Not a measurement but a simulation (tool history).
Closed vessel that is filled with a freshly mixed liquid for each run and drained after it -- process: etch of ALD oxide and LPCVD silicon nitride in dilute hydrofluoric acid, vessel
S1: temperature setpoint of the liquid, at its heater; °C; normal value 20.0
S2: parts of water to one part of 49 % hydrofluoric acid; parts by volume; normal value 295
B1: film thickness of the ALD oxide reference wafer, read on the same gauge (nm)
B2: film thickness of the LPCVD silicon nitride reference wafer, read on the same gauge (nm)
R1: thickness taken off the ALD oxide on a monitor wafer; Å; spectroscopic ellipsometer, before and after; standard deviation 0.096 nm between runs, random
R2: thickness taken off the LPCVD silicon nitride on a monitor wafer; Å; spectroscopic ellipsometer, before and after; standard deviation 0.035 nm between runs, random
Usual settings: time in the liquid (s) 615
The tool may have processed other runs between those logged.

Run 1, hour 0.0: usual settings but time in the liquid (s) 860; B1 129.96; B2 49.996. Result: R1 251.2 Å, R2 12.15 Å.
Run 2, hour 28.3: usual settings; B1 129.99; B2 50.001. Result: R1 180.3 Å, R2 8.75 Å.
Run 3, hour 79.7: usual settings; B1 130.02; B2 49.982. Result: R1 178.8 Å, R2 8.19 Å.
Run 4, hour 102.6: usual settings; B1 130.02; B2 50.018. Result: R1 179.5 Å, R2 8.93 Å.
Run 5, hour 133.5: usual settings; B1 130.00; B2 49.985. Result: R1 178.2 Å, R2 9.17 Å.
Run 6, hour 149.2: usual settings; B1 130.01; B2 50.007. Result: R1 178.2 Å, R2 8.32 Å.
Run 7, hour 178.9: usual settings but S1 22.5 °C; B1 130.00; B2 50.029. Result: R1 194.1 Å, R2 10.74 Å.
Run 8, hour 191.2: usual settings; B1 129.95; B2 49.995. Result: R1 176.7 Å, R2 9.14 Å.
Run 9, hour 254.1: usual settings; B1 129.98; B2 50.013. Result: R1 175.8 Å, R2 8.68 Å.
Run 10, hour 273.9: usual settings; B1 130.02; B2 50.017. Result: R1 176.3 Å, R2 8.33 Å.
Run 11, hour 304.5: usual settings; B1 130.00; B2 49.995. Result: R1 176.6 Å, R2 8.23 Å.
At hour 329.1: gauge calibrated.
Run 12, hour 389.1: usual settings; B1 129.99; B2 50.012. Result: R1 174.2 Å, R2 8.83 Å.
Run 13, hour 424.7: usual settings but S1 24.0 °C, time in the liquid (s) 840; B1 129.99; B2 50.018. Result: R1 276.2 Å, R2 14.41 Å.
Run 14, hour 437.5: usual settings but S2 435 parts by volume, time in the liquid (s) 335; B1 130.00; B2 49.995. Result: R1 56.4 Å, R2 3.19 Å.
Run 15, hour 468.0: usual settings but time in the liquid (s) 865; B1 130.04; B2 50.002. Result: R1 246.6 Å, R2 12.63 Å.
At hour 479.4: hydrofluoric acid flow meter replaced.
Run 16, hour 502.3: usual settings; B1 129.98; B2 49.977. Result: R1 185.9 Å, R2 9.26 Å.
Run 17, hour 540.5: usual settings; B1 130.01; B2 49.969. Result: R1 185.5 Å, R2 9.28 Å.
Run 18, hour 564.8: usual settings; B1 130.01; B2 49.971. Result: R1 183.8 Å, R2 9.00 Å.
Run 19, hour 578.4: usual settings; B1 129.99; B2 50.006. Result: R1 186.3 Å, R2 8.77 Å.
At hour 596.0: thermometer replaced.
Run 20, hour 614.4: usual settings but S2 420 parts by volume, time in the liquid (s) 815; B1 130.00; B2 50.010. Result: R1 153.1 Å, R2 7.91 Å.
Run 21, hour 649.1: usual settings but S1 17.0 °C, S2 235 parts by volume; B1 130.02; B2 50.023. Result: R1 217.9 Å, R2 9.28 Å.
Run 22, hour 661.3: usual settings but S1 23.0 °C, S2 155 parts by volume, time in the liquid (s) 305; B1 129.99; B2 50.019. Result: R1 223.0 Å, R2 10.02 Å.
Run 23, hour 675.7: usual settings but S1 24.0 °C; B1 130.01; B2 49.961. Result: R1 211.5 Å, R2 11.57 Å.
Run 24, hour 688.4: usual settings but S1 24.5 °C, S2 385 parts by volume, time in the liquid (s) 795; B1 129.99; B2 49.998. Result: R1 194.3 Å, R2 10.54 Å.
Run 25, hour 706.9: usual settings but S1 22.5 °C, S2 445 parts by volume, time in the liquid (s) 760; B1 129.98; B2 50.004. Result: R1 143.6 Å, R2 9.12 Å.
Run 26, hour 732.9: usual settings but S1 17.0 °C, S2 245 parts by volume, time in the liquid (s) 380; B1 130.00; B2 49.997. Result: R1 126.3 Å, R2 5.21 Å.
Run 27, hour 753.4: usual settings but S1 22.5 °C; B1 130.00; B2 49.984. Result: R1 200.3 Å, R2 10.22 Å.

Below are 3 alternative next runs, each starting from the tool's condition after run 27. Predict each:
Run A, hour 754.2: usual settings but S2 340 parts by volume; B1 ?; B2 ?. Result: R1 ?, R2 ?.
Run B, hour 754.2: usual settings but S2 405 parts by volume; B1 ?; B2 ?. Result: R1 ?, R2 ?.
Run C, hour 754.2: usual settings but S2 395 parts by volume; B1 ?; B2 ?. Result: R1 ?, R2 ?.

run      B1      B2     R1    R2
  A  130.00  50.007  151.1  7.90
  B  130.00  50.007  120.0  6.67
  C  130.00  50.007  124.1  6.83
With the hidden condition removed and each run's random variation left untouched, the same runs would have given:
run     R1    R2
  A  154.7  8.03
  B  122.9  6.79
  C  127.1  6.95
